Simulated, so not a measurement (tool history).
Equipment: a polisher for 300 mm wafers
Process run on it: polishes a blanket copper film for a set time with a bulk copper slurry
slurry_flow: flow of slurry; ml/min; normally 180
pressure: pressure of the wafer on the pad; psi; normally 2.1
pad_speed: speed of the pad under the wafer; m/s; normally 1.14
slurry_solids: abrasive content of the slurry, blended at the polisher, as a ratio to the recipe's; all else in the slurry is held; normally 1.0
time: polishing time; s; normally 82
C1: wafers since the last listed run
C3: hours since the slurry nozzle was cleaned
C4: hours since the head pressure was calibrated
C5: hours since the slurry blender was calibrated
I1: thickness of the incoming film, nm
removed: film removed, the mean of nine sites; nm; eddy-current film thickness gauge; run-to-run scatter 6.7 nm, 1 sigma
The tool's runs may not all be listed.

Run 1, hour 0.0: usual settings; C1 0; wafers polished on this pad 575; C3 455.3; C4 33.2; C5 12.8; I1 3313.5. Result: removed 605.0 nm.
Run 2, hour 18.1: usual settings; C1 127; wafers polished on this pad 703; C3 473.4; C4 51.3; C5 30.9; I1 3254.7. Result: removed 600.2 nm.
Run 3, hour 45.5: usual settings; C1 193; wafers polished on this pad 897; C3 500.8; C4 78.7; C5 58.3; I1 3354.9. Result: removed 616.5 nm.
Run 4, hour 59.3: usual settings; C1 97; wafers polished on this pad 994; C3 514.6; C4 92.5; C5 72.1; I1 3334.8. Result: removed 608.4 nm.
Run 5, hour 71.9: usual settings; C1 89; wafers polished on this pad 1083; C3 527.2; C4 105.1; C5 84.7; I1 3292.6. Result: removed 610.6 nm.
Run 6, hour 98.0: usual settings but time 91 s; C1 184; wafers polished on this pad 1268; C3 553.3; C4 131.2; C5 110.8; I1 3376.1. Result: removed 671.7 nm.
At hour 110.2: worn pad replaced by a new one.
At hour 121.0: slurry blender recalibrated.
Run 7, hour 132.3: usual settings but time 91 s; C1 199; wafers polished on this pad 142; C3 587.6; C4 165.5; C5 11.3; I1 3331.8. Result: removed 685.9 nm.
Run 8, hour 148.3: usual settings but time 76 s; C1 113; wafers polished on this pad 255; C3 603.6; C4 181.5; C5 27.3; I1 3304.9. Result: removed 550.2 nm.
Run 9, hour 163.0: usual settings but slurry_flow 200 ml/min, slurry_solids 1.1; C1 103; wafers polished on this pad 359; C3 618.3; C4 196.2; C5 42.0; I1 3338.5. Result: removed 627.9 nm.
Run 10, hour 188.8: usual settings; C1 182; wafers polished on this pad 541; C3 644.1; C4 222.0; C5 67.8; I1 3353.3. Result: removed 606.5 nm.
Run 11, hour 222.3: usual settings; C1 236; wafers polished on this pad 778; C3 677.6; C4 255.5; C5 101.3; I1 3351.1. Result: removed 589.8 nm.
At hour 237.0: head pressure recalibrated.
At hour 249.8: slurry blender recalibrated.
Run 12, hour 250.3: usual settings but pressure 2.5 psi; C1 169; wafers polished on this pad 947; C3 705.6; C4 13.3; C5 0.5; I1 3278.3. Result: removed 662.7 nm.
At hour 273.3: worn pad replaced by a new one.
Run 13, hour 273.8: usual settings; C1 137; wafers polished on this pad 3; C3 729.1; C4 36.8; C5 24.0; I1 3375.4. Result: removed 591.5 nm.
Run 14, hour 305.1: usual settings; C1 221; wafers polished on this pad 224; C3 760.4; C4 68.1; C5 55.3; I1 3338.5. Result: removed 580.8 nm.
Run 15, hour 317.5: usual settings but slurry_flow 145 ml/min, pressure 1.4 psi; C1 87; wafers polished on this pad 312; C3 772.8; C4 80.5; C5 67.7; I1 3296.8. Result: removed 410.1 nm.
Run 16, hour 343.0: usual settings but slurry_flow 235 ml/min, pressure 2.6 psi, time 74 s; C1 180; wafers polished on this pad 492; C3 798.3; C4 106.0; C5 93.2; I1 3334.8. Result: removed 636.1 nm.

Expected results for the next run?
Run 17, hour 372.4: usual settings but pressure 1.6 psi, slurry_solids 1.2; C1 207; wafers polished on this pad 700; C3 827.7; C4 135.4; C5 122.6; I1 3370.5. Result: removed ?.

{"run 17": {"removed": 496.7}}
On a tool with no hidden condition, and with the same random variation, this run would have come out at removed 568.2 nm.
